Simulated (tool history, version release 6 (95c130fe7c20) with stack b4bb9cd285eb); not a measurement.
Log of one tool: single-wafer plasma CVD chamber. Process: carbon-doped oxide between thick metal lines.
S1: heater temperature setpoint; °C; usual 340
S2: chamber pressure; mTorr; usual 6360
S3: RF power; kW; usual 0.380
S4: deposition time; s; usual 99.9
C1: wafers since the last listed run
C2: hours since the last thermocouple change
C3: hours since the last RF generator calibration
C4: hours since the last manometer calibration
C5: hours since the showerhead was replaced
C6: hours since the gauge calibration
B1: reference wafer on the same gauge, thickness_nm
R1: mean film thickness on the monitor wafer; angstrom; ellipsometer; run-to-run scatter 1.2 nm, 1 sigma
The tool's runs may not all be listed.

Run 1, day 0.000: usual settings; C1 0; C2 1388.4; C3 1361.7; C4 1791.4; C5 7440.1; C6 131.5; B1 422.769. Result: R1 4387.73 angstrom.
Run 2, day 0.683: usual settings; C1 350; C2 1404.8; C3 1378.1; C4 1807.8; C5 7456.5; C6 147.9; B1 422.398. Result: R1 4394.58 angstrom.
Run 3, day 1.212: usual settings; C1 271; C2 1417.5; C3 1390.8; C4 1820.5; C5 7469.2; C6 160.6; B1 423.042. Result: R1 4388.93 angstrom.
Run 4, day 1.662: usual settings; C1 230; C2 1428.3; C3 1401.6; C4 1831.3; C5 7480.0; C6 171.4; B1 423.095. Result: R1 4389.56 angstrom.
Run 5, day 2.046: usual settings; C1 196; C2 1437.5; C3 1410.8; C4 1840.5; C5 7489.2; C6 180.6; B1 422.694. Result: R1 4402.00 angstrom.
Run 6, day 2.429: usual settings but S2 5140 mTorr, S3 0.415 kW; C1 196; C2 1446.7; C3 1420.0; C4 1849.7; C5 7498.4; C6 189.8; B1 423.042. Result: R1 4569.72 angstrom.
Run 7, day 2.717: usual settings but S2 5140 mTorr, S3 0.415 kW; C1 147; C2 1453.6; C3 1426.9; C4 1856.6; C5 7505.3; C6 196.7; B1 422.904. Result: R1 4583.56 angstrom.
Run 8, day 3.079: usual settings but S2 5140 mTorr, S3 0.415 kW; C1 185; C2 1462.3; C3 1435.6; C4 1865.3; C5 7514.0; C6 205.4; B1 423.013. Result: R1 4588.60 angstrom.
Run 9, day 3.496: usual settings but S2 7410 mTorr; C1 213; C2 1472.3; C3 1445.6; C4 1875.3; C5 7524.0; C6 215.4; B1 422.924. Result: R1 4457.83 angstrom.
At day 4.638: thermocouple changed; heater temperature recalibrated.
Run 10, day 4.962: usual settings; C1 580; C2 7.8; C3 1480.8; C4 1910.5; C5 7559.2; C6 250.6; B1 422.891. Result: R1 4401.74 angstrom.
At day 5.508: RF generator calibrated.
Run 11, day 5.529: usual settings; C1 119; C2 21.4; C3 0.5; C4 1924.1; C5 7572.8; C6 264.2; B1 423.061. Result: R1 4640.29 angstrom.
Run 12, day 5.817: usual settings; C1 147; C2 28.3; C3 7.4; C4 1931.0; C5 7579.7; C6 271.1; B1 423.066. Result: R1 4620.99 angstrom.
Run 13, day 6.529: usual settings; C1 364; C2 45.4; C3 24.5; C4 1948.1; C5 7596.8; C6 288.2; B1 422.894. Result: R1 4612.96 angstrom.
Run 14, day 7.129: usual settings; C1 307; C2 59.8; C3 38.9; C4 1962.5; C5 7611.2; C6 302.6; B1 422.827. Result: R1 4628.42 angstrom.
Run 15, day 7.829: usual settings but S2 5530 mTorr, S3 0.360 kW, S4 81.5 s; C1 358; C2 76.6; C3 55.7; C4 1979.3; C5 7628.0; C6 319.4; B1 423.206. Result: R1 3560.60 angstrom.
Run 16, day 8.562: usual settings but S1 329 °C, S2 5310 mTorr, S4 92.7 s; C1 375; C2 94.2; C3 73.3; C4 1996.9; C5 7645.6; C6 337.0; B1 422.829. Result: R1 4300.14 angstrom.
Run 17, day 8.921: usual settings but S1 345 °C, S2 7040 mTorr, S4 90.2 s; C1 183; C2 102.8; C3 81.9; C4 2005.5; C5 7654.2; C6 345.6; B1 423.261. Result: R1 4132.21 angstrom.
At day 9.575: capacitance manometer re-zeroed and calibrated.
Run 18, day 9.596: usual settings but S1 327 °C, S3 0.450 kW, S4 113.6 s; C1 175; C2 119.0; C3 98.1; C4 0.5; C5 7670.4; C6 361.8; B1 423.191. Result: R1 6119.19 angstrom.
Run 19, day 9.608: usual settings but S1 345 °C, S2 7780 mTorr, S3 0.340 kW, S4 107.0 s; C1 1; C2 119.3; C3 98.4; C4 0.8; C5 7670.7; C6 362.1; B1 423.427. Result: R1 4525.11 angstrom.
At day 9.933: showerhead replaced.
Run 20, day 9.996: usual settings but S1 326 °C, S4 114.8 s; C1 32; C2 128.6; C3 107.7; C4 10.1; C5 1.5; C6 371.4; B1 422.727. Result: R1 5455.66 angstrom.
At day 10.100: gauge calibrated.
Run 21, day 10.708: usual settings; C1 364; C2 145.7; C3 124.8; C4 27.2; C5 18.6; C6 14.6; B1 422.990. Result: R1 4589.81 angstrom.
Run 22, day 11.025: usual settings; C1 162; C2 153.3; C3 132.4; C4 34.8; C5 26.2; C6 22.2; B1 422.893. Result: R1 4567.23 angstrom.
Run 23, day 11.646: usual settings; C1 318; C2 168.2; C3 147.3; C4 49.7; C5 41.1; C6 37.1; B1 422.860. Result: R1 4559.97 angstrom.
Run 24, day 12.338: usual settings but S2 6900 mTorr, S3 0.420 kW; C1 354; C2 184.8; C3 163.9; C4 66.3; C5 57.7; C6 53.7; B1 422.813. Result: R1 4937.54 angstrom.
Run 25, day 12.954: usual settings but S2 7360 mTorr; C1 315; C2 199.6; C3 178.7; C4 81.1; C5 72.5; C6 68.5; B1 422.779. Result: R1 4608.79 angstrom.
Run 26, day 13.321: usual settings but S1 333 °C; C1 187; C2 208.4; C3 187.5; C4 89.9; C5 81.3; C6 77.3; B1 423.347. Result: R1 4639.19 angstrom.
Run 27, day 14.638: usual settings but S2 7890 mTorr, S3 0.305 kW; C1 674; C2 240.0; C3 219.1; C4 121.5; C5 112.9; C6 108.9; B1 423.096. Result: R1 3902.20 angstrom.

Below are 4 alternative next runs, each starting from the tool's condition after run 27. Predict each:
Run A, day 14.654: usual settings; C1 8; C2 240.4; C3 219.5; C4 121.9; C5 113.3; C6 109.3; B1 ?. Result: R1 ?.
Run B, day 14.654: usual settings but S1 327 °C, S3 0.435 kW; C1 8; C2 240.4; C3 219.5; C4 121.9; C5 113.3; C6 109.3; B1 ?. Result: R1 ?.
Run C, day 14.654: usual settings but S1 349 °C, S3 0.310 kW, S4 93.6 s; C1 8; C2 240.4; C3 219.5; C4 121.9; C5 113.3; C6 109.3; B1 ?. Result: R1 ?.
Run D, day 14.654: usual settings but S3 0.340 kW; C1 8; C2 240.4; C3 219.5; C4 121.9; C5 113.3; C6 109.3; B1 ?. Result: R1 ?.

run       B1       R1
  A  423.240  4527.19
  B  423.240  5172.23
  C  423.240  3563.38
  D  423.240  4166.80
Had the tool no hidden state, the same runs would have come out as:
run       R1
  A  4673.91
  B  5332.71
  C  3683.99
  D  4301.84

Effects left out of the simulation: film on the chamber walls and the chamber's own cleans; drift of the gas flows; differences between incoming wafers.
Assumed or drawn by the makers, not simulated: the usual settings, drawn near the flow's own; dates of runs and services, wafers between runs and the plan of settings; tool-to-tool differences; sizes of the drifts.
